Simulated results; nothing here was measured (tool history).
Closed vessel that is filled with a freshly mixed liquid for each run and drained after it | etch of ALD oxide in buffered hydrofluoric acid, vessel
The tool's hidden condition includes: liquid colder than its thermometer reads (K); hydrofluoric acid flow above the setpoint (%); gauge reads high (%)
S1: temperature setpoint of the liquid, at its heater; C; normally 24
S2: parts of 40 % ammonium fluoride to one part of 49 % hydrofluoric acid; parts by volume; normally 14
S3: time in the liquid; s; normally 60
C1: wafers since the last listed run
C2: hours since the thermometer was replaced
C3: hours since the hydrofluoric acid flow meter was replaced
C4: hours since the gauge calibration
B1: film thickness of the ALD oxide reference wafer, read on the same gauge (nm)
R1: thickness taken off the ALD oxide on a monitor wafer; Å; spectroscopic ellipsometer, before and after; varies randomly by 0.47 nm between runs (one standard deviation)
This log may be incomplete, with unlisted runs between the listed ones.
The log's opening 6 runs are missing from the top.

run 7 day=9.729 | S1=24 S2=14 S3=60 | C1=1944 C2=1865.1 C3=1450.1 C4=492.4 | B1=150.02 | R1=1061.6
run 8 day=11.133 | S1=24 S2=14 S3=60 | C1=3466 C2=1898.8 C3=1483.8 C4=526.1 | B1=150 | R1=1076.1
-- day=11.433 gauge calibrated
-- day=11.5 hydrofluoric acid flow meter replaced
run 9 day=12.504 | S1=24 S2=14 S3=60 | C1=3281 C2=1931.7 C3=24.1 C4=25.7 | B1=149.99 | R1=1074.8
run 10 day=13.025 | S1=24 S2=14 S3=70 | C1=1285 C2=1944.2 C3=36.6 C4=38.2 | B1=150.01 | R1=1248.3
run 11 day=13.838 | S1=24 S2=14 S3=60 | C1=2005 C2=1963.7 C3=56.1 C4=57.7 | B1=150.01 | R1=1075.7
run 12 day=14.962 | S1=24 S2=14 S3=60 | C1=2777 C2=1990.7 C3=83.1 C4=84.7 | B1=150.01 | R1=1065.1
run 13 day=15.867 | S1=21.5 S2=14 S3=60 | C1=2232 C2=2012.4 C3=104.8 C4=106.4 | B1=150.01 | R1=929.7
run 14 day=17.162 | S1=21.5 S2=14 S3=60 | C1=3199 C2=2043.5 C3=135.9 C4=137.5 | B1=150 | R1=934.1
run 15 day=17.867 | S1=21.5 S2=14 S3=60 | C1=1738 C2=2060.4 C3=152.8 C4=154.4 | B1=149.99 | R1=929
run 16 day=19.162 | S1=24 S2=14 S3=60 | C1=3199 C2=2091.5 C3=183.9 C4=185.5 | B1=149.98 | R1=1077.3
run 17 day=19.938 | S1=20 S2=11.5 S3=70 | C1=1913 C2=2110.1 C3=202.5 C4=204.1 | B1=150.01 | R1=1218.5
run 18 day=21.296 | S1=19.5 S2=12.5 S3=60 | C1=3353 C2=2142.7 C3=235.1 C4=236.7 | B1=149.97 | R1=938.2
run 19 day=22.612 | S1=28 S2=10 S3=60 | C1=3250 C2=2174.3 C3=266.7 C4=268.3 | B1=149.97 | R1=1858.1
run 20 day=23.154 | S1=24 S2=10.5 S3=60 | C1=1337 C2=2187.3 C3=279.7 C4=281.3 | B1=150.01 | R1=1425.2
-- day=23.358 thermometer replaced
run 21 day=24.05 | S1=24 S2=12 S3=60 | C1=2108 C2=16.6 C3=301.2 C4=302.8 | B1=149.99 | R1=1248.4
run 22 day=25.112 | S1=24 S2=17 S3=85 | C1=2623 C2=42.1 C3=326.7 C4=328.3 | B1=150 | R1=1243.4
run 23 day=26.6 | S1=27 S2=14 S3=60 | C1=3672 C2=77.8 C3=362.4 C4=364 | B1=150.01 | R1=1254.2
run 24 day=27.25 | S1=24 S2=14 S3=45 | C1=1604 C2=93.4 C3=378 C4=379.6 | B1=149.98 | R1=802.6
run 25 day=28.15 | S1=24 S2=14 S3=60 | C1=2221 C2=115 C3=399.6 C4=401.2 | B1=150.02 | R1=1074.9
-- day=29.854 gauge calibrated
run 26 day=31.208 | S1=24 S2=18.5 S3=60 | C1=7550 C2=188.4 C3=473 C4=32.5 | B1=149.98 | R1=816.9
run 27 day=32.492 | S1=24 S2=12 S3=50 | C1=3168 C2=219.2 C3=503.8 C4=63.3 | B1=150.01 | R1=1035.7
run 28 day=33.221 | S1=22 S2=9 S3=45 | C1=1800 C2=236.7 C3=521.3 C4=80.8 | B1=149.99 | R1=1067.5
run 29 day=34.104 | S1=24 S2=14 S3=60 | C1=2180 C2=257.9 C3=542.5 C4=102 | B1=150.01 | R1=1071.3
run 30 day=34.658 | S1=24 S2=14 S3=80 | C1=1368 C2=271.2 C3=555.8 C4=115.3 | B1=150.01 | R1=1425.1
run 31 day=35.821 | S1=24 S2=8.5 S3=35 | C1=2869 C2=299.1 C3=583.7 C4=143.2 | B1=150.01 | R1=984.4

3 ways to go on from here, each from the tool as it stands after run 31. What would each give?
run A day=35.85 | S1=19.5 S2=14 S3=60 | C1=72 C2=299.8 C3=584.4 C4=143.9 | B1=? | R1=?
run B day=35.85 | S1=26 S2=10 S3=80 | C1=72 C2=299.8 C3=584.4 C4=143.9 | B1=? | R1=?
run C day=35.85 | S1=24 S2=17.5 S3=80 | C1=72 C2=299.8 C3=584.4 C4=143.9 | B1=? | R1=?

run=A B1=150 R1=833.3
run=B B1=150 R1=2207.2
run=C B1=150 R1=1144.9
Without the tool's hidden state the same runs would have given:
run=A R1=833.3
run=B R1=2207.2
run=C R1=1144.9

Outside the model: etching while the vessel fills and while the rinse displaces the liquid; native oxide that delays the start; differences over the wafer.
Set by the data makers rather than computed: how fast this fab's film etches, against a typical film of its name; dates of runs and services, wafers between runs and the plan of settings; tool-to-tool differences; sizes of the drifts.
